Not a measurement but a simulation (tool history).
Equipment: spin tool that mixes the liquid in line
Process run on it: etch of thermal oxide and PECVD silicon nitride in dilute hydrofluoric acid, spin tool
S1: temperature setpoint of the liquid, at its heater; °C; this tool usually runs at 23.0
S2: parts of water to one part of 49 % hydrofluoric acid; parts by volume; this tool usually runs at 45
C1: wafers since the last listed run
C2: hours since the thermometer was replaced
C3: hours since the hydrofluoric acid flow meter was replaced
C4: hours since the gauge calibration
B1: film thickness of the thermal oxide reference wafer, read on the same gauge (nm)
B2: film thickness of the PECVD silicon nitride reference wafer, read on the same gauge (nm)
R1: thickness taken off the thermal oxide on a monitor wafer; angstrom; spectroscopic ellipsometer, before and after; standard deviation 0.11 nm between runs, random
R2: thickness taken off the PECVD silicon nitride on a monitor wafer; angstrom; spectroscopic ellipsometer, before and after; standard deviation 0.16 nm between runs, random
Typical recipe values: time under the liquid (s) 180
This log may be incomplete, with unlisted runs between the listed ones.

run 1 hour=0.0 | S1=23.0 S2=45 time_under_the_liquid_(s)=180 | C1=0 C2=238.2 C3=1019.6 C4=271.6 | B1=119.96 B2=50.01 | R1=179.8 R2=164.5
run 2 hour=71.8 | S1=23.0 S2=45 time_under_the_liquid_(s)=180 | C1=334 C2=310.0 C3=1091.4 C4=343.4 | B1=119.97 B2=49.97 | R1=178.9 R2=159.5
run 3 hour=118.9 | S1=23.0 S2=60 time_under_the_liquid_(s)=180 | C1=219 C2=357.1 C3=1138.5 C4=390.5 | B1=120.03 B2=50.02 | R1=130.5 R2=120.4
run 4 hour=156.6 | S1=21.0 S2=55 time_under_the_liquid_(s)=225 | C1=175 C2=394.8 C3=1176.2 C4=428.2 | B1=120.03 B2=49.97 | R1=165.3 R2=143.9
run 5 hour=191.7 | S1=23.0 S2=45 time_under_the_liquid_(s)=80 | C1=163 C2=429.9 C3=1211.3 C4=463.3 | B1=120.01 B2=50.00 | R1=79.4 R2=70.1
-- hour=230.8 hydrofluoric acid flow meter replaced
run 6 hour=237.9 | S1=18.5 S2=55 time_under_the_liquid_(s)=180 | C1=210 C2=476.1 C3=7.1 C4=509.5 | B1=120.02 B2=50.03 | R1=116.2 R2=92.8
run 7 hour=287.2 | S1=23.0 S2=45 time_under_the_liquid_(s)=235 | C1=229 C2=525.4 C3=56.4 C4=558.8 | B1=120.01 B2=50.00 | R1=227.5 R2=204.8
run 8 hour=321.7 | S1=25.5 S2=60 time_under_the_liquid_(s)=180 | C1=160 C2=559.9 C3=90.9 C4=593.3 | B1=120.01 B2=49.99 | R1=142.1 R2=138.3
run 9 hour=353.5 | S1=23.0 S2=30 time_under_the_liquid_(s)=180 | C1=147 C2=591.7 C3=122.7 C4=625.1 | B1=120.01 B2=49.99 | R1=267.3 R2=228.9
-- hour=369.2 thermometer replaced
run 10 hour=401.6 | S1=23.0 S2=45 time_under_the_liquid_(s)=180 | C1=219 C2=32.4 C3=170.8 C4=673.2 | B1=119.98 B2=49.97 | R1=184.0 R2=168.8
run 11 hour=425.7 | S1=25.5 S2=60 time_under_the_liquid_(s)=105 | C1=112 C2=56.5 C3=194.9 C4=697.3 | B1=120.04 B2=49.98 | R1=86.7 R2=84.8
run 12 hour=454.8 | S1=23.0 S2=45 time_under_the_liquid_(s)=180 | C1=135 C2=85.6 C3=224.0 C4=726.4 | B1=119.99 B2=49.99 | R1=179.8 R2=165.9
run 13 hour=501.0 | S1=23.0 S2=45 time_under_the_liquid_(s)=180 | C1=214 C2=131.8 C3=270.2 C4=772.6 | B1=119.98 B2=49.98 | R1=181.9 R2=161.1
run 14 hour=571.3 | S1=23.0 S2=60 time_under_the_liquid_(s)=135 | C1=327 C2=202.1 C3=340.5 C4=842.9 | B1=120.00 B2=50.01 | R1=100.9 R2=92.5
run 15 hour=673.2 | S1=23.0 S2=45 time_under_the_liquid_(s)=180 | C1=474 C2=304.0 C3=442.4 C4=944.8 | B1=119.99 B2=50.02 | R1=178.5 R2=159.4
run 16 hour=727.2 | S1=26.0 S2=45 time_under_the_liquid_(s)=180 | C1=251 C2=358.0 C3=496.4 C4=998.8 | B1=119.96 B2=50.01 | R1=204.3 R2=198.3
run 17 hour=788.3 | S1=26.0 S2=60 time_under_the_liquid_(s)=180 | C1=284 C2=419.1 C3=557.5 C4=1059.9 | B1=119.99 B2=49.99 | R1=147.1 R2=146.9
run 18 hour=821.4 | S1=19.5 S2=35 time_under_the_liquid_(s)=105 | C1=154 C2=452.2 C3=590.6 C4=1093.0 | B1=120.03 B2=50.00 | R1=114.7 R2=92.3
run 19 hour=865.9 | S1=23.0 S2=45 time_under_the_liquid_(s)=180 | C1=207 C2=496.7 C3=635.1 C4=1137.5 | B1=120.01 B2=49.99 | R1=175.3 R2=155.5
run 20 hour=890.7 | S1=23.0 S2=45 time_under_the_liquid_(s)=180 | C1=115 C2=521.5 C3=659.9 C4=1162.3 | B1=119.97 B2=50.01 | R1=176.5 R2=153.4
run 21 hour=931.6 | S1=18.5 S2=45 time_under_the_liquid_(s)=265 | C1=190 C2=562.4 C3=700.8 C4=1203.2 | B1=119.99 B2=49.99 | R1=210.8 R2=166.2
-- hour=936.9 thermometer replaced
run 22 hour=967.0 | S1=23.0 S2=45 time_under_the_liquid_(s)=85 | C1=160 C2=30.1 C3=736.2 C4=1238.6 | B1=120.02 B2=50.02 | R1=86.0 R2=76.2
run 23 hour=1017.9 | S1=23.0 S2=35 time_under_the_liquid_(s)=180 | C1=236 C2=81.0 C3=787.1 C4=1289.5 | B1=119.99 B2=50.01 | R1=238.3 R2=210.5
run 24 hour=1067.0 | S1=23.0 S2=45 time_under_the_liquid_(s)=180 | C1=228 C2=130.1 C3=836.2 C4=1338.6 | B1=120.04 B2=50.00 | R1=179.6 R2=161.2
run 25 hour=1119.3 | S1=21.0 S2=60 time_under_the_liquid_(s)=240 | C1=243 C2=182.4 C3=888.5 C4=1390.9 | B1=120.02 B2=49.99 | R1=162.4 R2=139.8
run 26 hour=1182.2 | S1=18.0 S2=45 time_under_the_liquid_(s)=180 | C1=292 C2=245.3 C3=951.4 C4=1453.8 | B1=119.98 B2=49.98 | R1=143.3 R2=113.5

Some steps in R1 between neighbouring runs. How much of each would the tool show without its hidden state too (settings, what came in, random variation), and how much is left for the hidden state, with any gauge scatter that isn't in both results?
What the log doesn't record here: liquid colder than its thermometer reads (K); hydrofluoric acid flow above the setpoint (%); gauge reads high (%).
Run 8 -> 9: S1 25.5 -> 23.0, S2 60 -> 30. R1 +125.2 angstrom: hidden state -7.5, all else +132.7.
Run 9 -> 10: S2 30 -> 45, thermometer replaced. R1 -83.3 angstrom: hidden state +13.9, all else -97.2.
Run 21 -> 22: S1 18.5 -> 23.0, time under the liquid (s) 265 -> 85, thermometer replaced. R1 -124.8 angstrom: hidden state +10.1, all else -134.9.
Run 22 -> 23: S2 45 -> 35, time under the liquid (s) 85 -> 180. R1 +152.3 angstrom: hidden state -3.0, all else +155.3.

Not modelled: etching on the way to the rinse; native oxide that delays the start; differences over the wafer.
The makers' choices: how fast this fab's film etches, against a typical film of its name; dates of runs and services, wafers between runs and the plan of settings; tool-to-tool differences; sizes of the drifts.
